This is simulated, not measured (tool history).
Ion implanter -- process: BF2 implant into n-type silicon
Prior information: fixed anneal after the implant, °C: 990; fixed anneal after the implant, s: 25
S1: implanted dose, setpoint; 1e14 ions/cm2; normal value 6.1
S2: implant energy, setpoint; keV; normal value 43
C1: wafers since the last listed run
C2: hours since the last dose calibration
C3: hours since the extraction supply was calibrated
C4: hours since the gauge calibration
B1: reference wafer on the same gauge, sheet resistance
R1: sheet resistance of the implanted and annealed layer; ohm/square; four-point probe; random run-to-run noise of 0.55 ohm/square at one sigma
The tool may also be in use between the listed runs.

| run | day | S1 | S2 | C1 | C2 | C3 | C4 | B1 | R1 |
|---|---|---|---|---|---|---|---|---|---|
| 1 | 0 | 4.75 | 43 | 0 | 200.2 | 5742.9 | 1574.3 | 208.87 | 251.53 |
| 2 | 2.55 | 4.75 | 43 | 904 | 261.4 | 5804.1 | 1635.5 | 209.05 | 252.17 |
| 3 | 5.238 | 4.75 | 43 | 952 | 325.9 | 5868.6 | 1700 | 208.92 | 251.3 |
| 4 | 7.325 | 6.1 | 43 | 740 | 376 | 5918.7 | 1750.1 | 208.98 | 204.75 |
| 5 | 13.571 | 6.1 | 43 | 2214 | 525.9 | 6068.6 | 1900 | 209.03 | 204.25 |
| 6 | 15.396 | 6.1 | 43 | 647 | 569.7 | 6112.4 | 1943.8 | 208.95 | 204.61 |
| 7 | 19.712 | 6.1 | 39 | 1530 | 673.3 | 6216 | 2047.4 | 208.97 | 208.42 |
| 8 | 23.092 | 6.1 | 43 | 1198 | 754.4 | 6297.1 | 2128.5 | 209.05 | 204.21 |
| 9 | 26.625 | 6.1 | 43 | 1252 | 839.2 | 6381.9 | 2213.3 | 209.04 | 204.67 |
| 10 | 28.629 | 6.1 | 43 | 710 | 887.3 | 6430 | 2261.4 | 208.96 | 203.73 |
| 11 | 30.421 | 5.03 | 43 | 635 | 930.3 | 6473 | 2304.4 | 209.09 | 239.29 |
| 12 | 32.671 | 5.03 | 43 | 797 | 984.3 | 6527 | 2358.4 | 208.98 | 239.73 |
| 13 | 34.933 | 6.1 | 43 | 802 | 1038.6 | 6581.3 | 2412.7 | 208.93 | 203.94 |
| 14 | 36.95 | 5.29 | 53.5 | 715 | 1087 | 6629.7 | 2461.1 | 209.06 | 224.12 |
| 15 | 39.4 | 6.1 | 43 | 868 | 1145.8 | 6688.5 | 2519.9 | 209 | 205.15 |
| 16 | 42.025 | 6.81 | 36.5 | 930 | 1208.8 | 6751.5 | 2582.9 | 208.91 | 196.3 |
| 17 | 46.325 | 6.1 | 29.5 | 1524 | 1312 | 6854.7 | 2686.1 | 209.06 | 222.7 |
|  | 47.179 | gauge calibrated |
| 18 | 50.6 | 7.74 | 51.5 | 1515 | 1414.6 | 6957.3 | 82.1 | 209.01 | 166.93 |
| 19 | 52.617 | 6.1 | 43 | 715 | 1463 | 7005.7 | 130.5 | 209.02 | 205.75 |
| 20 | 54.125 | 6.7 | 36.5 | 534 | 1499.2 | 7041.9 | 166.7 | 209.02 | 197.45 |
| 21 | 58.488 | 6.1 | 43 | 1546 | 1603.9 | 7146.6 | 271.4 | 209 | 205.41 |
| 22 | 60.054 | 6.1 | 43 | 555 | 1641.5 | 7184.2 | 309 | 208.99 | 204.69 |
| 23 | 64.258 | 6.1 | 43 | 1490 | 1742.4 | 7285.1 | 409.9 | 208.98 | 205.87 |
| 24 | 67.804 | 4.4 | 37.5 | 1257 | 1827.5 | 7370.2 | 495 | 208.9 | 273.17 |
| 25 | 72.004 | 7.38 | 55 | 1489 | 1928.3 | 7471 | 595.8 | 208.96 | 171.6 |
|  | 73.262 | Faraday cup replaced and dose calibrated |
| 26 | 74.475 | 6.1 | 43 | 757 | 29.1 | 7530.3 | 655.1 | 209.09 | 204.85 |
|  | 75.658 | extraction supply calibrated |
| 27 | 78.317 | 5.02 | 51 | 1244 | 121.3 | 63.8 | 747.3 | 208.93 | 236.65 |
| 28 | 82.471 | 6.1 | 43 | 1473 | 221 | 163.5 | 847 | 208.84 | 205.61 |
| 29 | 85.508 | 4.85 | 51 | 1077 | 293.9 | 236.4 | 919.9 | 208.92 | 243.23 |
| 30 | 88.6 | 6.1 | 37 | 1096 | 368.1 | 310.6 | 994.1 | 208.87 | 210.76 |
| 31 | 97.308 | 6.1 | 43 | 3087 | 577.1 | 519.6 | 1203.1 | 208.92 | 205.35 |
| 32 | 99.858 | 6.1 | 43 | 904 | 638.3 | 580.8 | 1264.3 | 209.04 | 204.6 |
| 33 | 104.104 | 7.03 | 55 | 1505 | 740.2 | 682.7 | 1366.2 | 209.01 | 177.74 |
| 34 | 106.912 | 4.84 | 29.5 | 995 | 807.6 | 750.1 | 1433.6 | 209.1 | 263.72 |
| 35 | 109.842 | 7.32 | 33 | 1038 | 877.9 | 820.4 | 1503.9 | 208.93 | 193.35 |
| 36 | 114.138 | 6.1 | 30 | 1523 | 981 | 923.5 | 1607 | 209.05 | 221.23 |

What if the next run were any one of these 5? Each begins from the tool's condition after run 36:
| A | 114.154 | 6.59 | 43 | 5 | 981.4 | 923.9 | 1607.4 | ? | ? |
| B | 114.154 | 7.36 | 31.5 | 5 | 981.4 | 923.9 | 1607.4 | ? | ? |
| C | 114.154 | 7.4 | 54.5 | 5 | 981.4 | 923.9 | 1607.4 | ? | ? |
| D | 114.154 | 5.13 | 54.5 | 5 | 981.4 | 923.9 | 1607.4 | ? | ? |
| E | 114.154 | 4.94 | 35.5 | 5 | 981.4 | 923.9 | 1607.4 | ? | ? |

| run | B1 | R1 |
|---|---|---|
| A | 209.04 | 193.72 |
| B | 209.04 | 195.86 |
| C | 209.04 | 170.97 |
| D | 209.04 | 230.93 |
| E | 209.04 | 250.21 |
Without the tool's hidden state the same runs would have given:
| run | R1 |
|---|---|
| A | 193.72 |
| B | 195.86 |
| C | 170.97 |
| D | 230.93 |
| E | 250.21 |
